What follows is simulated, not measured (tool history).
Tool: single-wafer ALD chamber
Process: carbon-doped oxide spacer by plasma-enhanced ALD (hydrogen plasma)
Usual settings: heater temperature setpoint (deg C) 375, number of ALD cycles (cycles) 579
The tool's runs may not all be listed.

run   hour  heater temperature setpoint (deg C)  number of ALD cycles (cycles)  read-back reference wafer on the same gauge, thickness_nm  mean film thickness on the monitor wafer (Å)
  1      0                                  365                            669                                                     24.097                                        307.99
  2   39.2                                  365                            669                                                       24.1                                        308.22
  3     80                                  365                            669                                                     24.112                                        308.12
  4  105.4                                  375                            579                                                     24.126                                        266.07
  5  131.5                                  375                            579                                                     24.122                                        266.76
  6  197.2                                  375                            579                                                     24.137                                         266.5
  7  230.3                                  375                            579                                                     24.157                                        266.58
  8    302                                  375                            551                                                     24.175                                        254.59
  9  336.9                                  375                            579                                                     24.172                                        266.68
 10  387.1                                  375                            579                                                     24.194                                         267.9
 11  421.3                                  375                            579                                                     24.205                                        266.93
 12  460.7                                  365                            661                                                     24.225                                        305.82
 13  529.5                                  365                            661                                                     24.223                                        305.36
 14  601.3                                  375                            579                                                      24.24                                        268.51
 15  649.8                                  375                            503                                                     24.279                                        232.63
 16  681.7                                  375                            503                                                     24.278                                         233.7
 17  748.5                                  375                            503                                                     24.281                                        233.53
 18  819.3                                  375                            579                                                     24.312                                        268.57
 19    871                                  375                            579                                                     24.312                                        268.69
 20  923.7                                  375                            579                                                     24.334                                        269.13
 21  990.1                                  386                            643                                                     24.362                                         299.6

The next listed run, before its measurement:
     1008.4  -- thermocouple changed; heater temperature recalibrated
 22  1057.2                                  369                            579                                                          ?                                             ?

Run 22 gave read-back reference wafer on the same gauge, thickness_nm 24.361, mean film thickness on the monitor wafer (Å) 269.75.
Without the tool's hidden state the same run would have given mean film thickness on the monitor wafer (Å) 264.6.

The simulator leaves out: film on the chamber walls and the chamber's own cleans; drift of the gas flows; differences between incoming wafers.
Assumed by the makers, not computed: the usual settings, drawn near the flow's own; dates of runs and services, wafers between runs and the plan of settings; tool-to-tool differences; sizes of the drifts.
